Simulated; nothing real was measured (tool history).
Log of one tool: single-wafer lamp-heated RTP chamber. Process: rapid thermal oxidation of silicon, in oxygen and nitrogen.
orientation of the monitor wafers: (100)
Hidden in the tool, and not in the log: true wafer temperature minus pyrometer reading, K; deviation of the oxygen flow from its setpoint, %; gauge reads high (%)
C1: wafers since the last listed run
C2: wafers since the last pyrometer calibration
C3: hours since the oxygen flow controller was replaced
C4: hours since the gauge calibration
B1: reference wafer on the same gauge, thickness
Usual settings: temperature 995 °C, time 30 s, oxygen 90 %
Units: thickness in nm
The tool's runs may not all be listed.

Run 1, hour 0: usual settings; C1 0; C2 4805; C3 6250.3; C4 1650.3; B1 3.318. Result: thickness 4.164 nm.
At hour 21.2: gauge calibrated.
Run 2, hour 45.3: usual settings; C1 262; C2 5067; C3 6295.6; C4 24.1; B1 3.322. Result: thickness 4.112 nm.
Run 3, hour 84.2: usual settings but time 38 s; C1 225; C2 5293; C3 6334.5; C4 63; B1 3.319. Result: thickness 4.555 nm.
At hour 92.5: pyrometer window cleaned and pyrometer calibrated.
Run 4, hour 144.1: usual settings but time 38 s; C1 300; C2 298; C3 6394.4; C4 122.9; B1 3.322. Result: thickness 4.551 nm.
Run 5, hour 196.5: usual settings; C1 303; C2 602; C3 6446.8; C4 175.3; B1 3.32. Result: thickness 4.146 nm.
Run 6, hour 242: usual settings; C1 263; C2 866; C3 6492.3; C4 220.8; B1 3.32. Result: thickness 4.144 nm.
Run 7, hour 442.6: usual settings; C1 1162; C2 2029; C3 6692.9; C4 421.4; B1 3.324. Result: thickness 4.101 nm.
Run 8, hour 467.6: usual settings; C1 144; C2 2174; C3 6717.9; C4 446.4; B1 3.317. Result: thickness 4.112 nm.
Run 9, hour 530.5: usual settings; C1 364; C2 2539; C3 6780.8; C4 509.3; B1 3.317. Result: thickness 4.104 nm.
Run 10, hour 582.1: usual settings; C1 299; C2 2838; C3 6832.4; C4 560.9; B1 3.321. Result: thickness 4.108 nm.
Run 11, hour 643.7: usual settings but temperature 1011 °C; C1 357; C2 3195; C3 6894; C4 622.5; B1 3.325. Result: thickness 4.618 nm.
Run 12, hour 703.8: usual settings but time 26 s; C1 348; C2 3543; C3 6954.1; C4 682.6; B1 3.32. Result: thickness 3.938 nm.
Run 13, hour 764.3: usual settings but time 26 s; C1 350; C2 3894; C3 7014.6; C4 743.1; B1 3.322. Result: thickness 3.892 nm.
Run 14, hour 794.6: usual settings but time 26 s; C1 175; C2 4070; C3 7044.9; C4 773.4; B1 3.324. Result: thickness 3.933 nm.
Run 15, hour 857.4: usual settings; C1 364; C2 4434; C3 7107.7; C4 836.2; B1 3.32. Result: thickness 4.118 nm.
At hour 886.7: oxygen flow controller replaced.
Run 16, hour 908.9: usual settings; C1 252; C2 4686; C3 22.2; C4 887.7; B1 3.321. Result: thickness 4.101 nm.
Run 17, hour 950.6: usual settings but temperature 1024 °C; C1 241; C2 4928; C3 63.9; C4 929.4; B1 3.319. Result: thickness 5.079 nm.
At hour 963.7: pyrometer window cleaned and pyrometer calibrated.
Run 18, hour 995.7: usual settings; C1 215; C2 185; C3 109; C4 974.5; B1 3.316. Result: thickness 4.142 nm.
Run 19, hour 1029.7: usual settings; C1 197; C2 382; C3 143; C4 1008.5; B1 3.315. Result: thickness 4.138 nm.
Run 20, hour 1096.4: usual settings but temperature 973 °C, time 22 s, oxygen 63 %; C1 386; C2 769; C3 209.7; C4 1075.2; B1 3.318. Result: thickness 2.944 nm.
Run 21, hour 1128.4: usual settings but temperature 987 °C, time 42 s, oxygen 98 %; C1 185; C2 955; C3 241.7; C4 1107.2; B1 3.318. Result: thickness 4.602 nm.
Run 22, hour 1174.2: usual settings but temperature 984 °C, time 38 s, oxygen 76 %; C1 265; C2 1220; C3 287.5; C4 1153; B1 3.321. Result: thickness 3.959 nm.
Run 23, hour 1211.9: usual settings but time 35 s; C1 218; C2 1439; C3 325.2; C4 1190.7; B1 3.32. Result: thickness 4.424 nm.
Run 24, hour 1265.7: usual settings but time 16 s, oxygen 65 %; C1 311; C2 1751; C3 379; C4 1244.5; B1 3.315. Result: thickness 2.972 nm.
Run 25, hour 1295.2: usual settings but temperature 1012 °C, time 23 s, oxygen 98 %; C1 171; C2 1922; C3 408.5; C4 1274; B1 3.323. Result: thickness 4.303 nm.
Run 26, hour 1326.2: usual settings; C1 179; C2 2101; C3 439.5; C4 1305; B1 3.322. Result: thickness 4.131 nm.
Run 27, hour 1356.2: usual settings; C1 173; C2 2275; C3 469.5; C4 1335; B1 3.324. Result: thickness 4.102 nm.
Run 28, hour 1422.8: usual settings; C1 386; C2 2661; C3 536.1; C4 1401.6; B1 3.317. Result: thickness 4.14 nm.
Run 29, hour 1484.9: usual settings but temperature 1005 °C, oxygen 82 %; C1 360; C2 3021; C3 598.2; C4 1463.7; B1 3.331. Result: thickness 4.273 nm.
At hour 1500.2: gauge calibrated.
Run 30, hour 1543: usual settings but temperature 985 °C, time 17 s, oxygen 98 %; C1 336; C2 3358; C3 656.3; C4 42.8; B1 3.321. Result: thickness 3.236 nm.
Run 31, hour 1597.7: usual settings; C1 317; C2 3675; C3 711; C4 97.5; B1 3.32. Result: thickness 4.114 nm.
Run 32, hour 1781.7: usual settings but oxygen 98 %; C1 1066; C2 4742; C3 895; C4 281.5; B1 3.324. Result: thickness 4.212 nm.
Run 33, hour 1807.4: usual settings but temperature 1011 °C, time 20 s, oxygen 98 %; C1 148; C2 4891; C3 920.7; C4 307.2; B1 3.318. Result: thickness 4 nm.
Run 34, hour 1871.1: usual settings; C1 369; C2 5260; C3 984.4; C4 370.9; B1 3.327. Result: thickness 4.142 nm.
Run 35, hour 1939.2: usual settings but oxygen 67 %; C1 394; C2 5655; C3 1052.5; C4 439; B1 3.315. Result: thickness 3.781 nm.
Run 36, hour 1976.7: usual settings but temperature 976 °C, time 42 s, oxygen 98 %; C1 217; C2 5872; C3 1090; C4 476.5; B1 3.316. Result: thickness 4.266 nm.
At hour 2068.3: pyrometer window cleaned and pyrometer calibrated.
Run 37, hour 2068.8: usual settings but temperature 977 °C; C1 487; C2 2; C3 1182.1; C4 568.6; B1 3.316. Result: thickness 3.657 nm.

5 ways to go on from here, each from the tool as it stands after run 37. What would each give?
Run A, hour 2069.3: usual settings but time 41 s; C1 2; C2 5; C3 1182.6; C4 569.1; B1 ?. Result: thickness ?.
Run B, hour 2069.3: usual settings but temperature 1017 °C, time 16 s, oxygen 98 %; C1 2; C2 5; C3 1182.6; C4 569.1; B1 ?. Result: thickness ?.
Run C, hour 2069.3: usual settings but oxygen 61 %; C1 2; C2 5; C3 1182.6; C4 569.1; B1 ?. Result: thickness ?.
Run D, hour 2069.3: usual settings but temperature 968 °C, time 22 s, oxygen 98 %; C1 2; C2 5; C3 1182.6; C4 569.1; B1 ?. Result: thickness ?.
Run E, hour 2069.3: usual settings but temperature 1005 °C, time 25 s, oxygen 98 %; C1 2; C2 5; C3 1182.6; C4 569.1; B1 ?. Result: thickness ?.

run     B1  thickness
  A  3.324      4.722
  B  3.324       3.88
  C  3.324      3.689
  D  3.324        3.2
  E  3.324      4.255
Without the tool's hidden state the same runs would have given:
run  thickness
  A      4.722
  B       3.88
  C      3.689
  D        3.2
  E      4.255
